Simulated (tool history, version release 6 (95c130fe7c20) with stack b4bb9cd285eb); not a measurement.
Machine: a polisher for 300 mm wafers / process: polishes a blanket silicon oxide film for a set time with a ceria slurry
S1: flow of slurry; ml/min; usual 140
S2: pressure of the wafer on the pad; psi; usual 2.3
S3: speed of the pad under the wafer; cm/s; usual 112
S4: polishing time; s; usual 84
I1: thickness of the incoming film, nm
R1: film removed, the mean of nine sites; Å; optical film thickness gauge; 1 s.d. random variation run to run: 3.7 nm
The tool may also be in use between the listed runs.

run 1 hour=0.0 | S1=140 S2=2.3 S3=112 S4=84 | I1=1503.7 | R1=2608
run 2 hour=26.0 | S1=140 S2=2.3 S3=112 S4=84 | I1=1521.2 | R1=2558
run 3 hour=45.6 | S1=140 S2=2.3 S3=112 S4=84 | I1=1514.5 | R1=2515
-- hour=66.4 head pressure recalibrated
run 4 hour=75.8 | S1=140 S2=2.8 S3=112 S4=107 | I1=1472.1 | R1=3785
run 5 hour=93.5 | S1=140 S2=2.6 S3=112 S4=105 | I1=1506.6 | R1=3325
run 6 hour=112.5 | S1=175 S2=2.3 S3=112 S4=84 | I1=1496.7 | R1=2445
-- hour=119.0 worn pad replaced by a new one
run 7 hour=126.3 | S1=175 S2=2.3 S3=112 S4=84 | I1=1514.1 | R1=2758
run 8 hour=162.9 | S1=140 S2=2.7 S3=112 S4=84 | I1=1516.1 | R1=2989
run 9 hour=184.8 | S1=140 S2=2.7 S3=112 S4=84 | I1=1512.8 | R1=2911
run 10 hour=213.4 | S1=140 S2=2.7 S3=112 S4=84 | I1=1481.4 | R1=2866
run 11 hour=225.9 | S1=140 S2=2.3 S3=112 S4=84 | I1=1504.0 | R1=2417
run 12 hour=256.3 | S1=140 S2=2.3 S3=112 S4=84 | I1=1498.3 | R1=2331
-- hour=274.5 worn pad replaced by a new one
run 13 hour=275.0 | S1=140 S2=2.3 S3=112 S4=84 | I1=1482.9 | R1=2606
run 14 hour=305.7 | S1=140 S2=2.3 S3=84 S4=84 | I1=1492.8 | R1=1888
run 15 hour=319.1 | S1=140 S2=2.3 S3=84 S4=84 | I1=1478.9 | R1=1901
run 16 hour=338.7 | S1=140 S2=2.3 S3=84 S4=84 | I1=1515.7 | R1=1875
run 17 hour=360.1 | S1=190 S2=2.3 S3=86 S4=97 | I1=1477.7 | R1=2290
run 18 hour=388.5 | S1=185 S2=2.3 S3=134 S4=94 | I1=1475.0 | R1=3347
run 19 hour=407.0 | S1=100 S2=2.0 S3=132 S4=94 | I1=1474.2 | R1=2446
-- hour=409.4 head pressure recalibrated
-- hour=432.1 worn pad replaced by a new one
run 20 hour=432.6 | S1=140 S2=2.6 S3=86 S4=84 | I1=1490.7 | R1=2217
run 21 hour=460.4 | S1=115 S2=2.3 S3=112 S4=63 | I1=1504.6 | R1=1795
run 22 hour=480.2 | S1=140 S2=2.5 S3=88 S4=75 | I1=1493.8 | R1=1852
run 23 hour=493.5 | S1=140 S2=2.3 S3=84 S4=84 | I1=1509.1 | R1=1801
-- hour=515.4 slurry nozzle cleaned
-- hour=579.5 worn pad replaced by a new one
run 24 hour=591.2 | S1=140 S2=2.3 S3=148 S4=65 | I1=1498.8 | R1=2709
run 25 hour=612.2 | S1=120 S2=2.3 S3=112 S4=107 | I1=1474.6 | R1=3266
run 26 hour=641.7 | S1=140 S2=2.3 S3=112 S4=84 | I1=1493.1 | R1=2598
run 27 hour=660.9 | S1=140 S2=2.3 S3=112 S4=84 | I1=1498.2 | R1=2520
run 28 hour=679.9 | S1=115 S2=3.1 S3=112 S4=84 | I1=1481.3 | R1=3204
run 29 hour=693.9 | S1=140 S2=2.3 S3=112 S4=84 | I1=1497.2 | R1=2490
-- hour=715.7 head pressure recalibrated
run 30 hour=727.8 | S1=140 S2=1.7 S3=112 S4=105 | I1=1491.4 | R1=2188
-- hour=732.0 worn pad replaced by a new one
run 31 hour=761.1 | S1=185 S2=2.3 S3=92 S4=71 | I1=1525.4 | R1=1874
run 32 hour=776.6 | S1=115 S2=2.3 S3=112 S4=63 | I1=1515.2 | R1=1820

The tool's hidden state at each run:
deviation of the head's pressure from its setpoint, %: 0, the same for each run
H1: removal rate lost through wear of the pad, %
H2: slurry flow missing at the pad, %
run=1 H1=3.18 H2=8.87
run=2 H1=5.05 H2=10.2
run=3 H1=6.46 H2=11.2
run=4 H1=8.63 H2=12.7
run=5 H1=9.9 H2=13.6
run=6 H1=11.3 H2=14.6
run=7 H1=1.36 H2=15.3
run=8 H1=3.99 H2=17.1
run=9 H1=5.56 H2=18.3
run=10 H1=7.61 H2=19.7
run=11 H1=8.51 H2=20.3
run=12 H1=10.7 H2=21.9
run=13 H1=0.24 H2=22.8
run=14 H1=2.44 H2=24.4
run=15 H1=3.41 H2=25.1
run=16 H1=4.82 H2=26.1
run=17 H1=6.35 H2=27.2
run=18 H1=8.39 H2=28.6
run=19 H1=9.72 H2=29.5
run=20 H1=0.368 H2=30.8
run=21 H1=2.36 H2=32.3
run=22 H1=3.79 H2=33.3
run=23 H1=4.74 H2=33.9
run=24 H1=0.911 H2=8.32
run=25 H1=2.42 H2=9.39
run=26 H1=4.54 H2=10.9
run=27 H1=5.92 H2=11.9
run=28 H1=7.28 H2=12.8
run=29 H1=8.29 H2=13.5
run=30 H1=10.7 H2=15.3
run=31 H1=2.9 H2=17
run=32 H1=4.01 H2=17.7

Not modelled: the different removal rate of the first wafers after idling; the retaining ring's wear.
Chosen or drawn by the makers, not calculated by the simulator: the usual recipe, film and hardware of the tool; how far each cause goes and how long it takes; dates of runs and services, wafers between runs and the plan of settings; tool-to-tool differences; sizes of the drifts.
